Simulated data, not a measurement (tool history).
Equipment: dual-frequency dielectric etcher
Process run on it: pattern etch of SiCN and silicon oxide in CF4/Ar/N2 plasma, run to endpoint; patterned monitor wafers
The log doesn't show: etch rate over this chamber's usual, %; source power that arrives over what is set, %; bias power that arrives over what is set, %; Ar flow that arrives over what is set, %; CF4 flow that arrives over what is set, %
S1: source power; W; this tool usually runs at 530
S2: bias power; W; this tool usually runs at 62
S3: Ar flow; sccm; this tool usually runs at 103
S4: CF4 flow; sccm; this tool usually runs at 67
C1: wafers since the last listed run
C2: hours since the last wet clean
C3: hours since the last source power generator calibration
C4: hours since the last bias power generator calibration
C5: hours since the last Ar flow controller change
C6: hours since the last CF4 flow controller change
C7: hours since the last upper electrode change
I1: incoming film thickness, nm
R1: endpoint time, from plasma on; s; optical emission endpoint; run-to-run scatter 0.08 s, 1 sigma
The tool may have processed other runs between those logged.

run 1 hour=0.0 | S1=610 S2=62 S3=103 S4=67 | C1=0 C2=473.9 C3=851.5 C4=3690.0 C5=4415.0 C6=3644.2 C7=4100.1 | I1=13.59 | R1=11.9
run 2 hour=33.4 | S1=500 S2=62 S3=103 S4=67 | C1=597 C2=507.3 C3=884.9 C4=3723.4 C5=4448.4 C6=3677.6 C7=4133.5 | I1=13.68 | R1=13.1
-- hour=67.5 wet clean of the chamber
run 3 hour=80.0 | S1=500 S2=62 S3=103 S4=67 | C1=404 C2=12.5 C3=931.5 C4=3770.0 C5=4495.0 C6=3724.2 C7=4180.1 | I1=13.64 | R1=13.8
run 4 hour=109.8 | S1=500 S2=62 S3=103 S4=67 | C1=532 C2=42.3 C3=961.3 C4=3799.8 C5=4524.8 C6=3754.0 C7=4209.9 | I1=13.64 | R1=13.8
-- hour=126.0 Ar flow controller replaced
run 5 hour=157.5 | S1=530 S2=62 S3=103 S4=61 | C1=745 C2=90.0 C3=1009.0 C4=3847.5 C5=31.5 C6=3801.7 C7=4257.6 | I1=13.70 | R1=13.7
run 6 hour=188.8 | S1=530 S2=62 S3=103 S4=67 | C1=559 C2=121.3 C3=1040.3 C4=3878.8 C5=62.8 C6=3833.0 C7=4288.9 | I1=13.62 | R1=13.1
run 7 hour=234.6 | S1=530 S2=62 S3=103 S4=67 | C1=819 C2=167.1 C3=1086.1 C4=3924.6 C5=108.6 C6=3878.8 C7=4334.7 | I1=13.69 | R1=13.2
run 8 hour=299.5 | S1=530 S2=62 S3=103 S4=67 | C1=1160 C2=232.0 C3=1151.0 C4=3989.5 C5=173.5 C6=3943.7 C7=4399.6 | I1=13.58 | R1=12.8
run 9 hour=326.6 | S1=530 S2=62 S3=103 S4=67 | C1=484 C2=259.1 C3=1178.1 C4=4016.6 C5=200.6 C6=3970.8 C7=4426.7 | I1=13.65 | R1=13.0
run 10 hour=392.1 | S1=530 S2=62 S3=103 S4=67 | C1=1171 C2=324.6 C3=1243.6 C4=4082.1 C5=266.1 C6=4036.3 C7=4492.2 | I1=13.62 | R1=12.9
run 11 hour=459.4 | S1=530 S2=62 S3=82 S4=59 | C1=1203 C2=391.9 C3=1310.9 C4=4149.4 C5=333.4 C6=4103.6 C7=4559.5 | I1=13.53 | R1=12.7
run 12 hour=501.6 | S1=530 S2=76 S3=86 S4=67 | C1=754 C2=434.1 C3=1353.1 C4=4191.6 C5=375.6 C6=4145.8 C7=4601.7 | I1=13.50 | R1=11.8
-- hour=515.8 CF4 flow controller replaced
-- hour=530.4 upper electrode replaced
run 13 hour=562.5 | S1=530 S2=62 S3=103 S4=67 | C1=721 C2=495.0 C3=1414.0 C4=4252.5 C5=436.5 C6=46.7 C7=32.1 | I1=13.74 | R1=12.9
-- hour=569.3 bias power generator calibrated
run 14 hour=605.0 | S1=420 S2=70 S3=122 S4=80 | C1=688 C2=537.5 C3=1456.5 C4=35.7 C5=479.0 C6=89.2 C7=74.6 | I1=13.72 | R1=13.5
run 15 hour=646.9 | S1=530 S2=62 S3=112 S4=51 | C1=749 C2=579.4 C3=1498.4 C4=77.6 C5=520.9 C6=131.1 C7=116.5 | I1=13.57 | R1=13.8
-- hour=689.0 wet clean of the chamber
run 16 hour=702.3 | S1=640 S2=69 S3=120 S4=67 | C1=561 C2=13.3 C3=1553.8 C4=133.0 C5=576.3 C6=186.5 C7=171.9 | I1=13.58 | R1=12.3
-- hour=714.1 source power generator calibrated
run 17 hour=770.2 | S1=530 S2=62 S3=103 S4=67 | C1=1142 C2=81.2 C3=56.1 C4=200.9 C5=644.2 C6=254.4 C7=239.8 | I1=13.61 | R1=13.5
run 18 hour=798.1 | S1=530 S2=62 S3=89 S4=53 | C1=499 C2=109.1 C3=84.0 C4=228.8 C5=672.1 C6=282.3 C7=267.7 | I1=13.61 | R1=13.9
run 19 hour=861.9 | S1=530 S2=62 S3=103 S4=67 | C1=1141 C2=172.9 C3=147.8 C4=292.6 C5=735.9 C6=346.1 C7=331.5 | I1=13.63 | R1=13.3
run 20 hour=899.4 | S1=530 S2=62 S3=103 S4=67 | C1=670 C2=210.4 C3=185.3 C4=330.1 C5=773.4 C6=383.6 C7=369.0 | I1=13.60 | R1=13.3
run 21 hour=959.4 | S1=460 S2=62 S3=95 S4=67 | C1=1073 C2=270.4 C3=245.3 C4=390.1 C5=833.4 C6=443.6 C7=429.0 | I1=13.60 | R1=13.9
run 22 hour=995.9 | S1=530 S2=50 S3=103 S4=67 | C1=652 C2=306.9 C3=281.8 C4=426.6 C5=869.9 C6=480.1 C7=465.5 | I1=13.67 | R1=13.9
run 23 hour=1045.1 | S1=420 S2=62 S3=80 S4=76 | C1=879 C2=356.1 C3=331.0 C4=475.8 C5=919.1 C6=529.3 C7=514.7 | I1=13.52 | R1=13.5

The tool's hidden state at each run:
source power that arrives over what is set, %: 0 at every run
bias power that arrives over what is set, %: 0 at every run
Ar flow that arrives over what is set, %: 0 at every run
CF4 flow that arrives over what is set, %: 0 at every run
H1: etch rate over this chamber's usual, %
run=1 H1=5.24
run=2 H1=5.56
run=3 H1=0.912
run=4 H1=1.2
run=5 H1=1.66
run=6 H1=1.96
run=7 H1=2.4
run=8 H1=3.03
run=9 H1=3.29
run=10 H1=3.92
run=11 H1=4.57
run=12 H1=4.97
run=13 H1=5.56
run=14 H1=5.97
run=15 H1=6.37
run=16 H1=-0.61
run=17 H1=0.0441
run=18 H1=0.313
run=19 H1=0.928
run=20 H1=1.29
run=21 H1=1.87
run=22 H1=2.22
run=23 H1=2.69
